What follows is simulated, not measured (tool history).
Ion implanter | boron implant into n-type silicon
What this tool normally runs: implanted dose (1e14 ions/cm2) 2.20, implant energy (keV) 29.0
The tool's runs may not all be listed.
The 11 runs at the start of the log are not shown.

run	hour	implanted dose (1e14 ions/cm2)	implant energy (keV)	wafers since the last listed run	hours since the last dose calibration	hours since the extraction supply was calibrated	hours since the gauge calibration	read-back reference wafer on the same gauge, sheet resistance	sheet resistance of the implanted and annealed layer (ohm/square)
12	290.4	2.20	29.0	342	1449.0	101.5	507.1	409.80	386.14
13	321.6	2.20	29.0	427	1480.2	132.7	538.3	409.68	384.22
14	337.4	2.20	29.0	216	1496.0	148.5	554.1	409.96	384.12
15	354.0	2.20	29.0	227	1512.6	165.1	570.7	409.72	389.61
# hour 371.6: Faraday cup replaced and dose calibrated
16	387.4	1.86	25.0	348	15.8	198.5	604.1	409.90	450.72
17	416.6	2.20	24.0	400	45.0	227.7	633.3	410.02	395.87
18	434.4	1.59	33.5	244	62.8	245.5	651.1	410.02	485.06
19	453.9	2.51	24.5	267	82.3	265.0	670.6	409.83	357.52
20	478.5	2.20	29.0	337	106.9	289.6	695.2	409.95	386.19
21	495.1	2.20	24.0	227	123.5	306.2	711.8	410.08	395.31
22	507.5	2.20	29.0	170	135.9	318.6	724.2	410.41	384.54
23	524.5	2.20	29.0	233	152.9	335.6	741.2	410.10	388.18
24	557.0	2.85	29.0	445	185.4	368.1	773.7	409.90	316.47
25	585.8	1.86	25.0	395	214.2	396.9	802.5	409.78	453.24
# hour 590.2: gauge calibrated
26	600.1	2.62	34.5	196	228.5	411.2	9.9	409.79	333.30
27	634.0	2.46	26.0	465	262.4	445.1	43.8	410.07	357.65
28	653.9	1.74	24.5	272	282.3	465.0	63.7	410.12	476.13
29	678.3	2.46	21.0	334	306.7	489.4	88.1	410.41	365.52
30	691.1	2.20	29.0	175	319.5	502.2	100.9	410.19	384.80
31	713.6	1.93	35.5	308	342.0	524.7	123.4	410.15	416.86
32	743.3	2.44	32.0	407	371.7	554.4	153.1	409.94	353.19
33	759.3	2.20	33.5	219	387.7	570.4	169.1	409.63	380.43
34	788.7	1.79	38.0	403	417.1	599.8	198.5	409.65	433.36
35	808.2	2.67	25.0	267	436.6	619.3	218.0	409.95	336.52
36	840.6	1.82	37.0	444	469.0	651.7	250.4	410.07	436.99

Each row is a separate what-if for the run after 36, all from the same tool condition, not one after another. Results?
A	841.0	1.59	29.0	5	469.4	652.1	250.8	?	?
B	841.0	2.58	29.0	5	469.4	652.1	250.8	?	?
C	841.0	1.74	25.0	5	469.4	652.1	250.8	?	?
D	841.0	2.79	24.0	5	469.4	652.1	250.8	?	?
E	841.0	1.58	37.5	5	469.4	652.1	250.8	?	?

run	read-back reference wafer on the same gauge, sheet resistance	sheet resistance of the implanted and annealed layer (ohm/square)
A	409.88	499.17
B	409.88	342.53
C	409.88	475.67
D	409.88	328.45
E	409.88	481.94
With no hidden state in the tool, these same runs would have given:
run	sheet resistance of the implanted and annealed layer (ohm/square)
A	499.17
B	342.53
C	475.67
D	328.45
E	481.94

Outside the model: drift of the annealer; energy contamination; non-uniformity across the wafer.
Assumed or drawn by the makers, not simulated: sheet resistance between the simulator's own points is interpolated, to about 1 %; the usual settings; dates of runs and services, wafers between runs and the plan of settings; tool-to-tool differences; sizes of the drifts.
